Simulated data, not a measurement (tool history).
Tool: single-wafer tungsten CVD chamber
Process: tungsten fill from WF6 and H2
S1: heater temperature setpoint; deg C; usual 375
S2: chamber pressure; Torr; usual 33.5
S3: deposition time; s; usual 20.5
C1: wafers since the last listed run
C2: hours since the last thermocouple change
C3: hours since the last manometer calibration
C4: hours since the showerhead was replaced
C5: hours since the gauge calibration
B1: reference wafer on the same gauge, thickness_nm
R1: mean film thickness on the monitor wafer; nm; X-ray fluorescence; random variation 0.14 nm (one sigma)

| run | hour | S1 | S2 | S3 | C1 | C2 | C3 | C4 | C5 | B1 | R1 |
|---|---|---|---|---|---|---|---|---|---|---|---|
| 1 | 0.0 | 369 | 33.5 | 20.5 | 0 | 1219.8 | 1007.6 | 3859.5 | 572.6 | 42.217 | 32.915 |
| 2 | 48.3 | 375 | 33.5 | 20.5 | 1126 | 1268.1 | 1055.9 | 3907.8 | 620.9 | 42.244 | 36.767 |
| 3 | 81.4 | 375 | 33.5 | 20.5 | 771 | 1301.2 | 1089.0 | 3940.9 | 654.0 | 42.196 | 36.969 |
| 4 | 142.9 | 375 | 33.5 | 20.5 | 1434 | 1362.7 | 1150.5 | 4002.4 | 715.5 | 42.132 | 36.862 |
| 5 | 214.1 | 375 | 33.5 | 20.5 | 1660 | 1433.9 | 1221.7 | 4073.6 | 786.7 | 42.170 | 36.886 |
| 6 | 284.3 | 375 | 33.5 | 20.5 | 1636 | 1504.1 | 1291.9 | 4143.8 | 856.9 | 42.194 | 36.893 |
| 7 | 333.1 | 375 | 33.5 | 20.5 | 1137 | 1552.9 | 1340.7 | 4192.6 | 905.7 | 42.183 | 36.654 |
| 8 | 373.2 | 375 | 33.5 | 20.5 | 935 | 1593.0 | 1380.8 | 4232.7 | 945.8 | 42.208 | 36.672 |
| 9 | 398.6 | 375 | 33.5 | 20.5 | 592 | 1618.4 | 1406.2 | 4258.1 | 971.2 | 42.207 | 37.026 |
| 10 | 426.7 | 375 | 33.5 | 20.5 | 655 | 1646.5 | 1434.3 | 4286.2 | 999.3 | 42.200 | 36.805 |
| 11 | 457.4 | 375 | 33.5 | 20.5 | 715 | 1677.2 | 1465.0 | 4316.9 | 1030.0 | 42.159 | 36.801 |
| 12 | 505.8 | 375 | 33.5 | 20.5 | 1128 | 1725.6 | 1513.4 | 4365.3 | 1078.4 | 42.214 | 36.857 |
| 13 | 543.7 | 375 | 29.8 | 20.5 | 883 | 1763.5 | 1551.3 | 4403.2 | 1116.3 | 42.247 | 34.485 |
|  | 563.4 | thermocouple changed; heater temperature recalibrated |
|  | 584.7 | capacitance manometer re-zeroed and calibrated |
|  | 593.8 | showerhead replaced |
| 14 | 603.7 | 375 | 33.5 | 20.5 | 839 | 40.3 | 19.0 | 9.9 | 1176.3 | 42.224 | 36.702 |
| 15 | 647.2 | 375 | 28.7 | 20.5 | 1014 | 83.8 | 62.5 | 53.4 | 1219.8 | 42.210 | 33.436 |
| 16 | 700.4 | 375 | 28.7 | 20.5 | 1240 | 137.0 | 115.7 | 106.6 | 1273.0 | 42.255 | 33.508 |
| 17 | 738.0 | 375 | 28.7 | 20.5 | 876 | 174.6 | 153.3 | 144.2 | 1310.6 | 42.162 | 33.593 |
| 18 | 802.2 | 375 | 33.5 | 20.5 | 1497 | 238.8 | 217.5 | 208.4 | 1374.8 | 42.191 | 36.473 |
| 19 | 858.7 | 383 | 33.5 | 20.5 | 1317 | 295.3 | 274.0 | 264.9 | 1431.3 | 42.224 | 42.719 |
|  | 869.5 | gauge calibrated |
| 20 | 907.2 | 375 | 33.5 | 20.5 | 1130 | 343.8 | 322.5 | 313.4 | 37.7 | 42.206 | 36.720 |
| 21 | 973.6 | 365 | 26.1 | 17.6 | 1548 | 410.2 | 388.9 | 379.8 | 104.1 | 42.219 | 22.495 |
| 22 | 1030.5 | 375 | 33.5 | 20.5 | 1326 | 467.1 | 445.8 | 436.7 | 161.0 | 42.140 | 37.045 |
| 23 | 1092.4 | 381 | 33.5 | 18.8 | 1443 | 529.0 | 507.7 | 498.6 | 222.9 | 42.162 | 37.650 |
| 24 | 1127.5 | 375 | 33.5 | 20.5 | 818 | 564.1 | 542.8 | 533.7 | 258.0 | 42.224 | 36.803 |
| 25 | 1163.5 | 385 | 30.6 | 18.9 | 839 | 600.1 | 578.8 | 569.7 | 294.0 | 42.221 | 38.393 |
| 26 | 1219.1 | 375 | 33.5 | 23.6 | 1296 | 655.7 | 634.4 | 625.3 | 349.6 | 42.194 | 42.470 |
| 27 | 1261.0 | 385 | 30.6 | 18.9 | 977 | 697.6 | 676.3 | 667.2 | 391.5 | 42.220 | 38.235 |
| 28 | 1286.4 | 375 | 33.5 | 24.0 | 592 | 723.0 | 701.7 | 692.6 | 416.9 | 42.185 | 42.868 |
| 29 | 1335.4 | 384 | 33.5 | 20.5 | 1142 | 772.0 | 750.7 | 741.6 | 465.9 | 42.218 | 43.261 |
| 30 | 1365.0 | 375 | 33.5 | 22.0 | 690 | 801.6 | 780.3 | 771.2 | 495.5 | 42.220 | 39.524 |
| 31 | 1407.7 | 362 | 31.1 | 22.0 | 995 | 844.3 | 823.0 | 813.9 | 538.2 | 42.190 | 29.577 |
| 32 | 1464.4 | 380 | 33.5 | 23.6 | 1322 | 901.0 | 879.7 | 870.6 | 594.9 | 42.218 | 46.666 |
| 33 | 1526.2 | 375 | 33.5 | 23.1 | 1441 | 962.8 | 941.5 | 932.4 | 656.7 | 42.183 | 41.686 |
| 34 | 1568.8 | 375 | 33.5 | 20.5 | 993 | 1005.4 | 984.1 | 975.0 | 699.3 | 42.203 | 36.778 |

Forecast each of these 3 alternatives for the next run:
| A | 1569.2 | 375 | 33.5 | 23.4 | 9 | 1005.8 | 984.5 | 975.4 | 699.7 | ? | ? |
| B | 1569.2 | 387 | 39.6 | 21.8 | 9 | 1005.8 | 984.5 | 975.4 | 699.7 | ? | ? |
| C | 1569.2 | 375 | 36.7 | 20.5 | 9 | 1005.8 | 984.5 | 975.4 | 699.7 | ? | ? |

| run | B1 | R1 |
|---|---|---|
| A | 42.205 | 41.820 |
| B | 42.205 | 53.027 |
| C | 42.205 | 38.582 |
Without the tool's hidden state the same runs would have given:
| run | R1 |
|---|---|
| A | 41.820 |
| B | 53.027 |
| C | 38.582 |

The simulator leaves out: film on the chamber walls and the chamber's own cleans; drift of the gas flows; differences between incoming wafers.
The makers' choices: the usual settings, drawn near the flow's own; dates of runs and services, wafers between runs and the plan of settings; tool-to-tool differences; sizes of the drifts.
